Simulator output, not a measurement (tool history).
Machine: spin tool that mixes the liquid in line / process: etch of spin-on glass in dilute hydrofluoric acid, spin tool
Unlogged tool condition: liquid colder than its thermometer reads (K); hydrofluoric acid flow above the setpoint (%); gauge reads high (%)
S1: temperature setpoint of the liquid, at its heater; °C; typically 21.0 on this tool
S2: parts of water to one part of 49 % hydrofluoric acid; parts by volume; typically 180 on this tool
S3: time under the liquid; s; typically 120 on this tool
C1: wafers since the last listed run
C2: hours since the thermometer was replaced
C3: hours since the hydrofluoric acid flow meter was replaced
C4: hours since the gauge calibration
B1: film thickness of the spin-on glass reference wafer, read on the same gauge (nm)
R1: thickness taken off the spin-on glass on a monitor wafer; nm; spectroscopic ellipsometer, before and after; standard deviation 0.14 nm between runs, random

{"run": 1, "hour": 0.0, "S1": 21.0, "S2": 180, "S3": 120, "C1": 0, "C2": 591.4, "C3": 1389.4, "C4": 781.0, "B1": 139.97, "R1": 16.42}
{"run": 2, "hour": 59.0, "S1": 21.0, "S2": 180, "S3": 120, "C1": 448, "C2": 650.4, "C3": 1448.4, "C4": 840.0, "B1": 140.02, "R1": 16.19}
{"run": 3, "hour": 97.9, "S1": 21.0, "S2": 180, "S3": 120, "C1": 296, "C2": 689.3, "C3": 1487.3, "C4": 878.9, "B1": 139.97, "R1": 16.79}
{"run": 4, "hour": 127.5, "S1": 21.0, "S2": 180, "S3": 120, "C1": 225, "C2": 718.9, "C3": 1516.9, "C4": 908.5, "B1": 140.0, "R1": 16.57}
{"run": 5, "hour": 169.4, "S1": 21.0, "S2": 180, "S3": 120, "C1": 318, "C2": 760.8, "C3": 1558.8, "C4": 950.4, "B1": 139.97, "R1": 16.49}
{"run": 6, "hour": 198.2, "S1": 21.0, "S2": 180, "S3": 120, "C1": 219, "C2": 789.6, "C3": 1587.6, "C4": 979.2, "B1": 140.0, "R1": 16.89}
{"run": 7, "hour": 237.2, "S1": 21.0, "S2": 180, "S3": 120, "C1": 296, "C2": 828.6, "C3": 1626.6, "C4": 1018.2, "B1": 140.03, "R1": 16.42}
{"run": 8, "hour": 295.2, "S1": 21.0, "S2": 180, "S3": 155, "C1": 441, "C2": 886.6, "C3": 1684.6, "C4": 1076.2, "B1": 140.01, "R1": 21.25}
{"hour": 313.6, "done": "gauge calibrated"}
{"hour": 364.3, "done": "hydrofluoric acid flow meter replaced"}
{"run": 9, "hour": 365.9, "S1": 21.0, "S2": 180, "S3": 155, "C1": 530, "C2": 957.3, "C3": 1.6, "C4": 52.3, "B1": 139.98, "R1": 19.48}
{"run": 10, "hour": 400.4, "S1": 21.0, "S2": 180, "S3": 155, "C1": 262, "C2": 991.8, "C3": 36.1, "C4": 86.8, "B1": 139.97, "R1": 19.63}
{"run": 11, "hour": 424.5, "S1": 24.0, "S2": 180, "S3": 100, "C1": 183, "C2": 1015.9, "C3": 60.2, "C4": 110.9, "B1": 139.97, "R1": 14.31}
{"run": 12, "hour": 455.6, "S1": 17.0, "S2": 125, "S3": 60, "C1": 236, "C2": 1047.0, "C3": 91.3, "C4": 142.0, "B1": 139.95, "R1": 9.77}
{"run": 13, "hour": 485.2, "S1": 23.0, "S2": 230, "S3": 75, "C1": 225, "C2": 1076.6, "C3": 120.9, "C4": 171.6, "B1": 140.03, "R1": 7.7}
{"run": 14, "hour": 549.6, "S1": 21.0, "S2": 180, "S3": 175, "C1": 490, "C2": 1141.0, "C3": 185.3, "C4": 236.0, "B1": 140.02, "R1": 22.41}
{"run": 15, "hour": 583.8, "S1": 21.0, "S2": 180, "S3": 120, "C1": 260, "C2": 1175.2, "C3": 219.5, "C4": 270.2, "B1": 140.02, "R1": 15.41}
{"run": 16, "hour": 627.1, "S1": 21.0, "S2": 180, "S3": 120, "C1": 329, "C2": 1218.5, "C3": 262.8, "C4": 313.5, "B1": 139.98, "R1": 15.37}
{"hour": 679.0, "done": "thermometer replaced"}
{"run": 17, "hour": 687.9, "S1": 21.0, "S2": 180, "S3": 120, "C1": 455, "C2": 8.9, "C3": 323.6, "C4": 374.3, "B1": 140.02, "R1": 15.33}
{"run": 18, "hour": 757.5, "S1": 22.5, "S2": 250, "S3": 120, "C1": 529, "C2": 78.5, "C3": 393.2, "C4": 443.9, "B1": 139.98, "R1": 11.03}
{"run": 19, "hour": 813.8, "S1": 21.0, "S2": 180, "S3": 120, "C1": 428, "C2": 134.8, "C3": 449.5, "C4": 500.2, "B1": 139.96, "R1": 15.5}
{"run": 20, "hour": 857.9, "S1": 18.0, "S2": 120, "S3": 185, "C1": 335, "C2": 178.9, "C3": 493.6, "C4": 544.3, "B1": 139.99, "R1": 33.83}
{"run": 21, "hour": 907.6, "S1": 18.0, "S2": 110, "S3": 80, "C1": 378, "C2": 228.6, "C3": 543.3, "C4": 594.0, "B1": 139.95, "R1": 15.86}
{"run": 22, "hour": 938.6, "S1": 23.0, "S2": 130, "S3": 185, "C1": 235, "C2": 259.6, "C3": 574.3, "C4": 625.0, "B1": 140.01, "R1": 37.84}
{"run": 23, "hour": 994.9, "S1": 21.0, "S2": 180, "S3": 120, "C1": 428, "C2": 315.9, "C3": 630.6, "C4": 681.3, "B1": 139.98, "R1": 15.53}
{"run": 24, "hour": 1028.4, "S1": 17.0, "S2": 120, "S3": 140, "C1": 254, "C2": 349.4, "C3": 664.1, "C4": 714.8, "B1": 140.0, "R1": 24.51}
{"run": 25, "hour": 1097.9, "S1": 19.5, "S2": 105, "S3": 150, "C1": 528, "C2": 418.9, "C3": 733.6, "C4": 784.3, "B1": 139.97, "R1": 34.4}
{"run": 26, "hour": 1168.1, "S1": 21.0, "S2": 240, "S3": 120, "C1": 534, "C2": 489.1, "C3": 803.8, "C4": 854.5, "B1": 139.99, "R1": 11.1}
{"run": 27, "hour": 1213.6, "S1": 21.0, "S2": 180, "S3": 120, "C1": 346, "C2": 534.6, "C3": 849.3, "C4": 900.0, "B1": 140.0, "R1": 16.2}
{"run": 28, "hour": 1282.7, "S1": 21.0, "S2": 180, "S3": 165, "C1": 525, "C2": 603.7, "C3": 918.4, "C4": 969.1, "B1": 140.01, "R1": 22.04}
{"run": 29, "hour": 1319.6, "S1": 21.0, "S2": 180, "S3": 120, "C1": 280, "C2": 640.6, "C3": 955.3, "C4": 1006.0, "B1": 140.02, "R1": 15.9}
{"run": 30, "hour": 1375.5, "S1": 21.0, "S2": 180, "S3": 120, "C1": 425, "C2": 696.5, "C3": 1011.2, "C4": 1061.9, "B1": 140.0, "R1": 16.27}
{"run": 31, "hour": 1416.7, "S1": 21.0, "S2": 180, "S3": 120, "C1": 313, "C2": 737.7, "C3": 1052.4, "C4": 1103.1, "B1": 139.99, "R1": 15.82}
{"run": 32, "hour": 1452.4, "S1": 21.0, "S2": 180, "S3": 120, "C1": 271, "C2": 773.4, "C3": 1088.1, "C4": 1138.8, "B1": 140.0, "R1": 16.1}
{"run": 33, "hour": 1516.1, "S1": 24.0, "S2": 180, "S3": 80, "C1": 484, "C2": 837.1, "C3": 1151.8, "C4": 1202.5, "B1": 139.98, "R1": 11.76}
{"run": 34, "hour": 1544.5, "S1": 25.5, "S2": 140, "S3": 140, "C1": 216, "C2": 865.5, "C3": 1180.2, "C4": 1230.9, "B1": 139.99, "R1": 29.96}
{"run": 35, "hour": 1606.7, "S1": 17.0, "S2": 150, "S3": 155, "C1": 473, "C2": 927.7, "C3": 1242.4, "C4": 1293.1, "B1": 139.97, "R1": 21.9}

Here are 3 independent what-if runs from the current tool condition. What would each one return?
{"run": "A", "hour": 1607.2, "S1": 24.5, "S2": 180, "S3": 120, "C1": 3, "C2": 928.2, "C3": 1242.9, "C4": 1293.6, "B1": "?", "R1": "?"}
{"run": "B", "hour": 1607.2, "S1": 21.0, "S2": 245, "S3": 60, "C1": 3, "C2": 928.2, "C3": 1242.9, "C4": 1293.6, "B1": "?", "R1": "?"}
{"run": "C", "hour": 1607.2, "S1": 21.0, "S2": 125, "S3": 120, "C1": 3, "C2": 928.2, "C3": 1242.9, "C4": 1293.6, "B1": "?", "R1": "?"}

run=A B1=139.96 R1=18.45
run=B B1=139.96 R1=5.58
run=C B1=139.96 R1=24.57
Without the tool's hidden state the same runs would have given:
run=A R1=17.07
run=B R1=5.15
run=C R1=22.82
